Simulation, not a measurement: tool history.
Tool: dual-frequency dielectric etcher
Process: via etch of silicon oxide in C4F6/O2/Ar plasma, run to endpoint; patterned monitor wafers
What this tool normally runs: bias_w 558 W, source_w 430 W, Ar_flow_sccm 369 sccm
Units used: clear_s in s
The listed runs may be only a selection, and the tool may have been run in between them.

run     day  bias_w  source_w  Ar_flow_sccm  incoming incoming film thickness, nm  clear_s
  1   0.000     558       430           305                                 155.4     32.8
  2   1.342     558       430           305                                 154.3     32.6
  3   2.275     558       430           369                                 152.9     33.1
  4   3.417     558       430           369                                 153.5     33.4
  5   4.821     558       430           369                                 153.9     33.6
  6   6.133     558       430           369                                 153.4     33.3
  7   6.771     656       430           414                                 153.6     31.2
  8   7.538     629       430           369                                 154.2     31.6
      8.762  -- Ar flow controller replaced
  9   8.783     629       430           369                                 154.5     31.7
     10.779  -- upper electrode replaced
 10  12.521     629       430           369                                 153.9     31.7
 11  13.346     558       430           369                                 153.5     33.4
 12  14.771     558       430           369                                 153.6     33.1
 13  15.821     452       430           454                                 155.1     37.8
 14  16.388     558       430           369                                 152.8     33.4
     18.729  -- wet clean of the chamber
 15  18.750     430       430           369                                 154.5     37.8
 16  18.767     514       540           369                                 153.1     30.8
     18.950  -- bias power generator calibrated
     19.008  -- source power generator calibrated
 17  19.408     465       400           421                                 154.0     38.6
 18  20.096     519       340           297                                 153.2     37.9
 19  21.346     558       430           369                                 155.1     33.8
 20  22.679     667       430           369                                 154.1     30.6
 21  24.142     558       430           369                                 154.3     33.6
 22  24.696     689       400           284                                 154.1     30.5
 23  25.988     558       430           369                                 152.8     33.3
 24  26.529     613       330           299                                 154.1     35.9

Each row is a separate what-if for the run after 24, all from the same tool condition, not one after another. Results?
  A  26.546     558       430           369                                 154.9        ?
  B  26.546     558       370           369                                 154.9        ?
  C  26.546     620       350           293                                 154.9        ?
  D  26.546     662       330           369                                 154.9        ?
  E  26.546     626       430           323                                 154.9        ?

run  clear_s
  A     33.7
  B     36.4
  C     34.7
  D     35.8
  E     31.4
Take away the tool's hidden state, keep each run's random variation, and the runs would have read:
run  clear_s
  A     33.7
  B     36.4
  C     34.7
  D     35.8
  E     31.4

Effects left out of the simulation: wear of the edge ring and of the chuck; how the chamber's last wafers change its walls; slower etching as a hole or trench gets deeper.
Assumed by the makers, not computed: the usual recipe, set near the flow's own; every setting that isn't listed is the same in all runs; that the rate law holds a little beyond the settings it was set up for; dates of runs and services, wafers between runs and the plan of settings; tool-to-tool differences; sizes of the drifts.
